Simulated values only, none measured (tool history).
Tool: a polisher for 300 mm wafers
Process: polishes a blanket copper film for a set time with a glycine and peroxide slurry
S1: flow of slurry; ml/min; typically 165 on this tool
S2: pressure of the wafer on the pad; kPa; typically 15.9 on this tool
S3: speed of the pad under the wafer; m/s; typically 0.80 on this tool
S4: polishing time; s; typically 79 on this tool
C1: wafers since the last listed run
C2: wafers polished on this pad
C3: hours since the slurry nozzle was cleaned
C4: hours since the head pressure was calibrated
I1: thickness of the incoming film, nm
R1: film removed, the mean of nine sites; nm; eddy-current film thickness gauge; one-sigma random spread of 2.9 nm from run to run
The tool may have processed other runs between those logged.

run	hour	S1	S2	S3	S4	C1	C2	C3	C4	I1	R1
1	0.0	165	15.9	0.80	70	0	3565	221.3	427.7	1750.0	287.3
2	66.0	165	15.9	0.80	62	604	4170	287.3	493.7	1746.6	263.4
# hour 86.9: worn pad replaced by a new one
3	110.4	165	15.9	0.80	62	369	214	331.7	538.1	1765.3	262.4
# hour 131.1: head pressure recalibrated
4	140.4	205	15.9	0.80	79	256	471	361.7	9.3	1717.8	315.0
5	191.0	205	15.9	0.80	79	463	934	412.3	59.9	1740.9	313.8
6	222.7	165	15.9	0.80	79	290	1224	444.0	91.6	1727.1	316.4
7	278.5	165	15.9	0.80	79	510	1735	499.8	147.4	1759.9	312.0
8	312.0	165	15.9	0.80	79	306	2042	533.3	180.9	1755.9	316.2
9	369.2	165	15.9	0.80	79	523	2565	590.5	238.1	1716.0	314.4
# hour 507.2: worn pad replaced by a new one
10	507.7	165	15.9	0.80	79	1231	4	729.0	376.6	1736.5	327.8
# hour 511.4: slurry nozzle cleaned
11	561.3	165	15.9	0.88	79	481	485	49.9	430.2	1753.5	345.5
12	620.4	165	15.9	0.88	79	541	1026	109.0	489.3	1749.8	353.3
# hour 668.6: head pressure recalibrated
13	682.4	165	15.9	0.80	93	549	1576	171.0	13.8	1720.4	366.8
14	747.9	165	17.9	0.80	62	599	2175	236.5	79.3	1720.4	276.9
15	771.9	165	15.9	0.80	79	219	2395	260.5	103.3	1738.1	308.4
16	829.0	165	10.3	0.80	67	522	2918	317.6	160.4	1763.4	196.4
17	859.7	210	17.9	0.56	79	281	3199	348.3	191.1	1739.3	281.4
18	929.0	165	15.9	0.80	62	634	3833	417.6	260.4	1744.6	252.0
# hour 966.4: worn pad replaced by a new one
19	987.9	165	15.9	0.80	79	502	196	476.5	319.3	1739.2	327.3
20	1054.7	165	15.9	0.80	79	611	808	543.3	386.1	1775.6	321.6
21	1125.3	225	15.9	0.80	104	646	1454	613.9	456.7	1767.2	450.0
22	1164.1	210	18.6	0.60	79	355	1809	652.7	495.5	1724.2	320.7
# hour 1195.8: head pressure recalibrated
23	1227.5	165	15.9	0.80	79	562	2372	716.1	31.7	1756.2	308.9
24	1297.4	165	15.9	0.68	104	639	3011	786.0	101.6	1777.0	366.7
25	1333.5	165	15.9	0.80	79	330	3342	822.1	137.7	1756.5	310.4
# hour 1344.4: slurry nozzle cleaned
26	1393.7	145	15.9	0.90	93	541	3884	49.3	197.9	1754.1	396.1
27	1463.5	165	15.9	0.58	79	639	4523	119.1	267.7	1743.0	258.5
# hour 1479.5: worn pad replaced by a new one
28	1511.6	165	20.0	1.04	79	403	293	167.2	315.8	1736.6	467.6
29	1543.2	165	17.9	0.80	65	289	583	198.8	347.4	1746.6	293.2
30	1568.8	165	15.9	0.80	79	234	817	224.4	373.0	1738.3	322.5
31	1622.6	165	10.3	0.80	79	492	1310	278.2	426.8	1699.4	238.0
32	1650.9	165	15.9	0.80	79	259	1569	306.5	455.1	1757.3	321.9
33	1696.4	165	15.9	0.80	79	416	1985	352.0	500.6	1737.4	328.5
34	1734.5	190	19.3	0.92	103	348	2334	390.1	538.7	1737.4	558.4
# hour 1766.2: head pressure recalibrated
35	1777.1	130	14.5	0.80	79	371	2706	432.7	10.9	1749.6	275.9
36	1821.2	125	15.9	0.80	79	403	3109	476.8	55.0	1721.7	291.2

For each entry between runs, how does the tool's hidden state at the last listed run before it compare with that at the first listed run after it?
Between runs 2 and 3: worn pad replaced by a new one (hour 86.9)
  deviation of the head's pressure from its setpoint, %: 10.3 -> 11.2
  difference, measured minus the result without the unlogged condition, R1: +19.1 -> +20.6 nm
Between runs 3 and 4: head pressure recalibrated (hour 131.1)
  deviation of the head's pressure from its setpoint, %: 11.2 -> 0.0602
  difference, measured minus the result without the unlogged condition, R1: +20.6 -> +0.2 nm
Between runs 9 and 10: worn pad replaced by a new one (hour 507.2)
  deviation of the head's pressure from its setpoint, %: 4.58 -> 7.31
  difference, measured minus the result without the unlogged condition, R1: +10.5 -> +17.2 nm
Between runs 10 and 11: slurry nozzle cleaned (hour 511.4)
  deviation of the head's pressure from its setpoint, %: 7.31 -> 8.37
  difference, measured minus the result without the unlogged condition, R1: +17.2 -> +21.0 nm
Between runs 12 and 13: head pressure recalibrated (hour 668.6)
  deviation of the head's pressure from its setpoint, %: 9.54 -> 1.46
  difference, measured minus the result without the unlogged condition, R1: +24.2 -> +4.0 nm
Between runs 18 and 19: worn pad replaced by a new one (hour 966.4)
  deviation of the head's pressure from its setpoint, %: 6.33 -> 7.49
  difference, measured minus the result without the unlogged condition, R1: +11.5 -> +17.5 nm
Between runs 22 and 23: head pressure recalibrated (hour 1195.8)
  deviation of the head's pressure from its setpoint, %: 11 -> -0.277
  difference, measured minus the result without the unlogged condition, R1: +24.1 -> -0.6 nm
Between runs 25 and 26: slurry nozzle cleaned (hour 1344.4)
  deviation of the head's pressure from its setpoint, %: 1.82 -> 3
  difference, measured minus the result without the unlogged condition, R1: +4.2 -> +9.0 nm
Between runs 27 and 28: worn pad replaced by a new one (hour 1479.5)
  deviation of the head's pressure from its setpoint, %: 4.38 -> 5.33
  difference, measured minus the result without the unlogged condition, R1: +7.7 -> +19.9 nm
Between runs 34 and 35: head pressure recalibrated (hour 1766.2)
  deviation of the head's pressure from its setpoint, %: 9.73 -> -2.34
  difference, measured minus the result without the unlogged condition, R1: +40.8 -> -4.8 nm
